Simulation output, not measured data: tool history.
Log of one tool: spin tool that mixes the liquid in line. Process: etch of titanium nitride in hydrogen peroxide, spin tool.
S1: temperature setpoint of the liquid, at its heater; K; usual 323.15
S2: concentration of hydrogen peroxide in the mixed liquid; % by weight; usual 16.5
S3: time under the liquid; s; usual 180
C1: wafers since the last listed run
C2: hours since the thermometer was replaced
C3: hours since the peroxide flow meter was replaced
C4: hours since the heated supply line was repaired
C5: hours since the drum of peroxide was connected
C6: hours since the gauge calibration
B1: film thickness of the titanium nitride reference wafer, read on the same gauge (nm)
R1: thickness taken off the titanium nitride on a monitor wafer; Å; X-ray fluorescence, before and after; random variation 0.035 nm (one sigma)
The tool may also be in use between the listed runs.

run 1 hour=0 | S1=323.15 S2=15 S3=180 | C1=0 C2=113 C3=1314.6 C4=1746.5 C5=620.9 C6=1875.3 | B1=68.93 | R1=41.27
run 2 hour=102.6 | S1=323.15 S2=16.5 S3=135 | C1=445 C2=215.6 C3=1417.2 C4=1849.1 C5=723.5 C6=1977.9 | B1=68.812 | R1=31.53
run 3 hour=209.9 | S1=323.15 S2=16.5 S3=135 | C1=466 C2=322.9 C3=1524.5 C4=1956.4 C5=830.8 C6=2085.2 | B1=68.676 | R1=31.35
run 4 hour=287.1 | S1=323.15 S2=16.5 S3=135 | C1=335 C2=400.1 C3=1601.7 C4=2033.6 C5=908 C6=2162.4 | B1=68.59 | R1=31.76
run 5 hour=331.9 | S1=320.15 S2=16.5 S3=180 | C1=194 C2=444.9 C3=1646.5 C4=2078.4 C5=952.8 C6=2207.2 | B1=68.543 | R1=33.45
run 6 hour=414.2 | S1=320.15 S2=16.5 S3=180 | C1=357 C2=527.2 C3=1728.8 C4=2160.7 C5=1035.1 C6=2289.5 | B1=68.413 | R1=33.39
run 7 hour=465.7 | S1=323.15 S2=16.5 S3=180 | C1=223 C2=578.7 C3=1780.3 C4=2212.2 C5=1086.6 C6=2341 | B1=68.357 | R1=41.05
run 8 hour=536.3 | S1=323.15 S2=16.5 S3=180 | C1=306 C2=649.3 C3=1850.9 C4=2282.8 C5=1157.2 C6=2411.6 | B1=68.218 | R1=41.45
run 9 hour=587.2 | S1=323.15 S2=16.5 S3=180 | C1=221 C2=700.2 C3=1901.8 C4=2333.7 C5=1208.1 C6=2462.5 | B1=68.2 | R1=41.26
run 10 hour=637.6 | S1=328.15 S2=16.5 S3=180 | C1=218 C2=750.6 C3=1952.2 C4=2384.1 C5=1258.5 C6=2512.9 | B1=68.077 | R1=59.38
run 11 hour=703.4 | S1=317.15 S2=21.5 S3=220 | C1=285 C2=816.4 C3=2018 C4=2449.9 C5=1324.3 C6=2578.7 | B1=67.964 | R1=34.59
-- hour=768.2 peroxide flow meter replaced
-- hour=769.8 heated supply line repaired
run 12 hour=771 | S1=327.15 S2=16.5 S3=180 | C1=284 C2=884 C3=2.8 C4=1.2 C5=1391.9 C6=2646.3 | B1=67.924 | R1=55.35
-- hour=774 new drum of peroxide connected
run 13 hour=810.4 | S1=323.15 S2=16.5 S3=180 | C1=166 C2=923.4 C3=42.2 C4=40.6 C5=36.4 C6=2685.7 | B1=67.828 | R1=41.89
run 14 hour=856.3 | S1=323.15 S2=16.5 S3=130 | C1=199 C2=969.3 C3=88.1 C4=86.5 C5=82.3 C6=2731.6 | B1=67.697 | R1=29.24
-- hour=953.9 gauge calibrated
run 15 hour=956.5 | S1=326.65 S2=13.5 S3=260 | C1=435 C2=1069.5 C3=188.3 C4=186.7 C5=182.5 C6=2.6 | B1=70.387 | R1=75.84
run 16 hour=1051.3 | S1=329.65 S2=16.5 S3=120 | C1=411 C2=1164.3 C3=283.1 C4=281.5 C5=277.3 C6=97.4 | B1=70.407 | R1=46.13
run 17 hour=1123.8 | S1=331.65 S2=20.5 S3=145 | C1=314 C2=1236.8 C3=355.6 C4=354 C5=349.8 C6=169.9 | B1=70.388 | R1=66.06
run 18 hour=1195.2 | S1=329.15 S2=19 S3=150 | C1=310 C2=1308.2 C3=427 C4=425.4 C5=421.2 C6=241.3 | B1=70.377 | R1=56.83
run 19 hour=1235.7 | S1=331.15 S2=15 S3=120 | C1=175 C2=1348.7 C3=467.5 C4=465.9 C5=461.7 C6=281.8 | B1=70.379 | R1=49.79
run 20 hour=1304.7 | S1=323.15 S2=18.5 S3=180 | C1=299 C2=1417.7 C3=536.5 C4=534.9 C5=530.7 C6=350.8 | B1=70.374 | R1=44.45
run 21 hour=1409.8 | S1=327.65 S2=16.5 S3=180 | C1=456 C2=1522.8 C3=641.6 C4=640 C5=635.8 C6=455.9 | B1=70.365 | R1=59.53
run 22 hour=1465.7 | S1=323.15 S2=21.5 S3=180 | C1=242 C2=1578.7 C3=697.5 C4=695.9 C5=691.7 C6=511.8 | B1=70.3 | R1=45.02
run 23 hour=1504.2 | S1=323.15 S2=16.5 S3=180 | C1=167 C2=1617.2 C3=736 C4=734.4 C5=730.2 C6=550.3 | B1=70.317 | R1=42.98
run 24 hour=1586 | S1=323.15 S2=16.5 S3=180 | C1=355 C2=1699 C3=817.8 C4=816.2 C5=812 C6=632.1 | B1=70.31 | R1=43.16
run 25 hour=1662.6 | S1=323.15 S2=20 S3=180 | C1=332 C2=1775.6 C3=894.4 C4=892.8 C5=888.6 C6=708.7 | B1=70.234 | R1=44.16
-- hour=1710 thermometer replaced
run 26 hour=1756 | S1=323.15 S2=14.5 S3=215 | C1=401 C2=46 C3=987.8 C4=986.2 C5=982 C6=802.1 | B1=70.228 | R1=50.1

Hidden state or all else? Some run-to-run changes of R1, split into what the settings, what came in and random variation would give without the hidden state, and what is left for the hidden state (with any gauge scatter that isn't in both results):
The hidden state here: liquid hotter than its thermometer reads (K); peroxide flow below the setpoint (%); temperature lost on the way to the wafer (K); peroxide weaker than its label (%); gauge reads high (%).
Run 11 -> 12: S1 317.15 -> 327.15, S2 21.5 -> 16.5, S3 220 -> 180, peroxide flow meter replaced, heated supply line repaired. R1 +20.76 Å: hidden state -0.71, all else +21.47.
Run 14 -> 15: S1 323.15 -> 326.65, S2 16.5 -> 13.5, S3 130 -> 260, gauge calibrated. R1 +46.6 Å: hidden state +1.41, all else +45.19.
Run 15 -> 16: S1 326.65 -> 329.65, S2 13.5 -> 16.5, S3 260 -> 120. R1 -29.71 Å: hidden state -0.17, all else -29.54.
